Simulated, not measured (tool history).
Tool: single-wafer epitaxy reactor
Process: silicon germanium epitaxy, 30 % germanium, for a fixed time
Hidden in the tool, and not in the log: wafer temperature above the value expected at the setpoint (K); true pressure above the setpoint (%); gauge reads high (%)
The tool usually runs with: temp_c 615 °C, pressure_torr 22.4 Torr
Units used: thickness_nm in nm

run	hour	temp_c	pressure_torr	wafers since the last listed run	hours since the last pyrometer calibration	hours since the last manometer calibration	hours since the showerhead was replaced	hours since the gauge calibration	read-back reference wafer on the same gauge, thickness_nm	thickness_nm
1	0.0	615	22.4	0	2273.0	1012.0	8477.7	243.9	72.121	81.137
2	7.3	615	22.4	93	2280.3	1019.3	8485.0	251.2	72.016	80.180
3	17.7	615	22.4	132	2290.7	1029.7	8495.4	261.6	72.179	79.845
4	31.9	615	22.4	181	2304.9	1043.9	8509.6	275.8	72.158	80.364
5	48.0	615	22.4	205	2321.0	1060.0	8525.7	291.9	72.188	79.997
6	61.6	615	25.0	173	2334.6	1073.6	8539.3	305.5	72.125	83.730
7	79.0	615	25.0	222	2352.0	1091.0	8556.7	322.9	72.120	83.989
8	92.1	615	22.4	167	2365.1	1104.1	8569.8	336.0	72.077	79.689
# hour 102.3: pyrometer calibrated
9	108.9	623	22.4	112	6.6	1120.9	8586.6	352.8	72.031	88.864
# hour 120.2: showerhead replaced
10	124.8	604	18.8	100	22.5	1136.8	4.6	368.7	72.114	55.818
11	133.1	604	18.8	105	30.8	1145.1	12.9	377.0	72.123	55.241
12	144.1	604	18.8	140	41.8	1156.1	23.9	388.0	72.240	55.304
# hour 156.0: capacitance manometer re-zeroed and calibrated
13	156.5	615	22.4	56	54.2	0.5	36.3	400.4	71.960	74.855
14	167.0	605	17.4	134	64.7	11.0	46.8	410.9	71.969	54.872
15	184.8	602	26.5	227	82.5	28.8	64.6	428.7	72.003	61.499
16	194.3	625	26.0	121	92.0	38.3	74.1	438.2	72.047	98.221
# hour 209.7: pyrometer calibrated, repeated, since the last time left the tool worse
17	210.2	624	24.6	100	0.5	54.2	90.0	454.1	72.031	110.542
18	214.1	629	26.4	49	4.4	58.1	93.9	458.0	72.011	123.778
19	224.7	611	17.9	135	15.0	68.7	104.5	468.6	72.024	73.889
# hour 227.8: gauge calibrated
20	233.2	622	25.2	108	23.5	77.2	113.0	5.4	72.077	105.717
21	245.6	615	22.4	158	35.9	89.6	125.4	17.8	72.094	88.008
22	254.2	602	20.0	109	44.5	98.2	134.0	26.4	72.111	64.669
23	263.0	615	22.4	112	53.3	107.0	142.8	35.2	72.219	88.947
24	273.8	629	26.4	137	64.1	117.8	153.6	46.0	72.087	123.382
25	283.3	615	22.4	121	73.6	127.3	163.1	55.5	72.115	86.948
26	297.2	622	18.3	177	87.5	141.2	177.0	69.4	72.139	92.570
27	313.9	623	19.2	213	104.2	157.9	193.7	86.1	71.998	96.408
28	336.9	608	18.8	293	127.2	180.9	216.7	109.1	72.201	69.574
29	349.0	609	27.6	154	139.3	193.0	228.8	121.2	72.068	84.474
30	358.2	607	20.8	117	148.5	202.2	238.0	130.4	72.070	71.707
31	369.1	601	16.9	139	159.4	213.1	248.9	141.3	72.007	57.976
32	375.2	615	16.8	77	165.5	219.2	255.0	147.4	71.953	76.708
33	387.6	615	22.4	158	177.9	231.6	267.4	159.8	72.065	86.228
34	397.0	615	22.4	119	187.3	241.0	276.8	169.2	71.993	87.119
35	409.3	615	22.4	156	199.6	253.3	289.1	181.5	72.113	86.831
36	417.7	619	25.1	107	208.0	261.7	297.5	189.9	72.160	98.251

For some of the steps in thickness_nm from one run to the next: how much would appear even if the tool had no hidden state, given the settings, what came in and random variation, and how much remains for the hidden state plus any gauge scatter that the measured result and the result without hidden state don't share?
Run 8 -> 9: temp_c 615 -> 623, pyrometer calibrated. thickness_nm +9.175 nm: hidden state -6.336, all else +15.511.
Run 15 -> 16: temp_c 602 -> 625, pressure_torr 26.5 -> 26.0. thickness_nm +36.722 nm: hidden state -5.480, all else +42.202.
Run 16 -> 17: temp_c 625 -> 624, pressure_torr 26.0 -> 24.6, pyrometer calibrated, repeated, since the last time left the tool worse. thickness_nm +12.321 nm: hidden state +17.099, all else -4.778.
Run 18 -> 19: temp_c 629 -> 611, pressure_torr 26.4 -> 17.9. thickness_nm -49.889 nm: hidden state -0.424, all else -49.465.
Run 24 -> 25: temp_c 629 -> 615, pressure_torr 26.4 -> 22.4. thickness_nm -36.434 nm: hidden state -0.105, all else -36.329.
